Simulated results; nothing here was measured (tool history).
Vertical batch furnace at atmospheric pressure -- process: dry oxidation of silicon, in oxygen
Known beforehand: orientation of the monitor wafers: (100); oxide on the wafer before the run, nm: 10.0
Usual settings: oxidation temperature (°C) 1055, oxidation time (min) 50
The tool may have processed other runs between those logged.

run    hour  oxidation temperature (°C)  oxidation time (min)  wafers since the last listed run  hours since the last temperature calibration  hours since the boat lift was adjusted  hours since the gauge calibration  read-back reference wafer on the same gauge, thickness  oxide thickness on the monitor wafer (nm)
  1       0                        1055                    32                                 0                                        1742.8                                  4355.4                              783.5                                                   79.25                                      53.87
  2    32.5                        1055                    32                               334                                        1775.3                                  4387.9                                816                                                   79.23                                      53.49
  3    60.1                        1055                    50                               284                                        1802.9                                  4415.5                              843.6                                                    79.2                                      70.09
  4      82                        1055                    50                               225                                        1824.8                                  4437.4                              865.5                                                   79.13                                      70.01
  5   113.6                        1035                    50                               325                                        1856.4                                    4469                              897.1                                                   79.23                                      59.95
  6   143.1                        1035                    50                               303                                        1885.9                                  4498.5                              926.6                                                   79.37                                      59.81
  7   157.9                        1035                    50                               152                                        1900.7                                  4513.3                              941.4                                                    79.1                                      59.38
  8   172.1                        1055                    50                               146                                        1914.9                                  4527.5                              955.6                                                      79                                       70.2
  9   186.3                        1055                    50                               146                                        1929.1                                  4541.7                              969.8                                                   79.25                                      70.15
 10   268.6                        1055                    50                               847                                        2011.4                                    4624                             1052.1                                                   79.14                                      70.33
 11   296.5                        1055                    50                               287                                        2039.3                                  4651.9                               1080                                                   79.35                                      70.46
 12   323.4                        1055                    50                               277                                        2066.2                                  4678.8                             1106.9                                                   79.07                                      70.34
      393.7  -- boat lift adjusted
 13   394.2                        1055                    50                               482                                          2137                                     0.5                             1177.7                                                   79.25                                      70.67
 14   415.2                        1055                    50                               216                                          2158                                    21.5                             1198.7                                                   79.12                                      70.58
 15   432.3                        1055                    50                               176                                        2175.1                                    38.6                             1215.8                                                   79.29                                      70.28
 16   444.6                        1055                    50                               126                                        2187.4                                    50.9                             1228.1                                                   79.24                                      70.69
 17     460                        1062                    50                               158                                        2202.8                                    66.3                             1243.5                                                   79.18                                      74.39
 18   484.5                        1055                    50                               252                                        2227.3                                    90.8                               1268                                                   79.25                                      70.47
 19   497.8                        1055                    64                               136                                        2240.6                                   104.1                             1281.3                                                      79                                      81.81
      522.2  -- thermocouples replaced and temperature profile calibrated
 20   522.7                        1055                    37                                 9                                           0.5                                     129                             1306.2                                                   79.32                                      57.03
 21   556.4                        1055                  32.5                               347                                          34.2                                   162.7                             1339.9                                                   79.16                                      53.12
 22   586.9                        1033                    75                               314                                          64.7                                   193.2                             1370.4                                                   79.12                                      73.07
 23     611                        1073                  39.5                               248                                          88.8                                   217.3                             1394.5                                                   79.08                                      67.83
      624.6  -- gauge calibrated
 24   679.1                        1041                  41.5                               701                                         156.9                                   285.4                               54.5                                                   79.21                                      54.85
 25     705                        1055                    50                               266                                         182.8                                   311.3                               80.4                                                   79.08                                      68.91
 26   717.7                        1055                    50                               130                                         195.5                                     324                               93.1                                                   79.26                                      68.63
 27   732.5                        1055                    50                               152                                         210.3                                   338.8                              107.9                                                   79.25                                      68.84
 28   755.4                        1055                    50                               235                                         233.2                                   361.7                              130.8                                                   79.26                                      68.83
 29   815.4                        1055                  65.5                               618                                         293.2                                   421.7                              190.8                                                    79.4                                      81.07
 30   842.3                        1036                    62                               277                                         320.1                                   448.6                              217.7                                                   79.25                                      66.54
 31   859.1                        1070                  25.5                               173                                         336.9                                   465.4                              234.5                                                   79.28                                      51.94
 32   871.9                        1074                    50                               131                                         349.7                                   478.2                              247.3                                                   79.11                                      79.51
 33   890.7                        1055                    50                               193                                         368.5                                     497                              266.1                                                    79.2                                      69.12
 34   913.6                        1046                    58                               235                                         391.4                                   519.9                                289                                                   79.14                                      70.09
 35     926                        1055                    50                               127                                         403.8                                   532.3                              301.4                                                   79.22                                      68.73
 36   941.9                        1063                  43.5                               163                                         419.7                                   548.2                              317.3                                                   79.27                                      67.68
 37   974.2                        1055                    50                               332                                           452                                   580.5                              349.6                                                   79.35                                      68.75
 38    1008                        1047                  72.5                               348                                         485.8                                   614.3                              383.4                                                    79.2                                       81.2
 39  1031.7                        1067                    33                               244                                         509.5                                     638                              407.1                                                   79.18                                      59.56
 40  1064.8                        1055                    50                               340                                         542.6                                   671.1                              440.2                                                   79.23                                      69.09

Here are 3 independent what-if runs from the current tool condition. What would each one return?
  A  1070                        1036                    50                                53                                         547.8                                   676.3                              445.4                                                       ?                                          ?
  B  1070                        1073                  67.5                                53                                         547.8                                   676.3                              445.4                                                       ?                                          ?
  C  1070                        1076                  66.5                                53                                         547.8                                   676.3                              445.4                                                       ?                                          ?

run  read-back reference wafer on the same gauge, thickness  oxide thickness on the monitor wafer (nm)
  A                                                   79.38                                      58.76
  B                                                   79.38                                      94.85
  C                                                   79.38                                      96.09
With no hidden state in the tool, these same runs would have given:
run  oxide thickness on the monitor wafer (nm)
  A                                       57.8
  B                                      93.48
  C                                      94.71
